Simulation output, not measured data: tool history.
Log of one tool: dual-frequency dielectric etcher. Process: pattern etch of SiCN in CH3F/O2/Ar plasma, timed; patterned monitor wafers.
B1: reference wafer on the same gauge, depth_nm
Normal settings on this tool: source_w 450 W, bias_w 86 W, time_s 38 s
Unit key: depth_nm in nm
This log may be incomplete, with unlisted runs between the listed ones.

Run 1, hour 0: usual settings; B1 13.21. Result: depth_nm 16.05 nm.
Run 2, hour 61.4: usual settings; B1 13.22. Result: depth_nm 16.03 nm.
Run 3, hour 100.5: usual settings; B1 13.2. Result: depth_nm 15.94 nm.
Run 4, hour 129.8: usual settings; B1 13.2. Result: depth_nm 15.84 nm.
Run 5, hour 195.8: usual settings but bias_w 79 W; B1 13.19. Result: depth_nm 15.37 nm.
At hour 232.2: gauge calibrated.
Run 6, hour 256: usual settings but bias_w 79 W; B1 13.22. Result: depth_nm 14.97 nm.
At hour 301: upper electrode replaced.
Run 7, hour 302.3: usual settings but bias_w 78 W; B1 13.22. Result: depth_nm 15.11 nm.
At hour 323.4: source power generator calibrated.
Run 8, hour 342.7: usual settings but source_w 500 W; B1 13.2. Result: depth_nm 15.8 nm.
Run 9, hour 390.2: usual settings but source_w 530 W, time_s 34.5 s; B1 13.22. Result: depth_nm 14.53 nm.
Run 10, hour 451.6: usual settings but bias_w 97 W; B1 13.22. Result: depth_nm 15.91 nm.
Run 11, hour 480.6: usual settings but source_w 360 W, bias_w 76 W, time_s 43 s; B1 13.19. Result: depth_nm 15.61 nm.
At hour 514.6: wet clean of the chamber.
Run 12, hour 535.1: usual settings; B1 13.21. Result: depth_nm 15.73 nm.

Run 13, settings as shown, results not yet in. Your forecast:
At hour 568: bias power generator calibrated.
Run 13, hour 596.1: usual settings; B1 ?. Result: depth_nm ?.

Run 13 produced B1 13.2, depth_nm 15.95 nm.
Minus the tool's unlogged condition, the same run would have read depth_nm 16.15 nm.
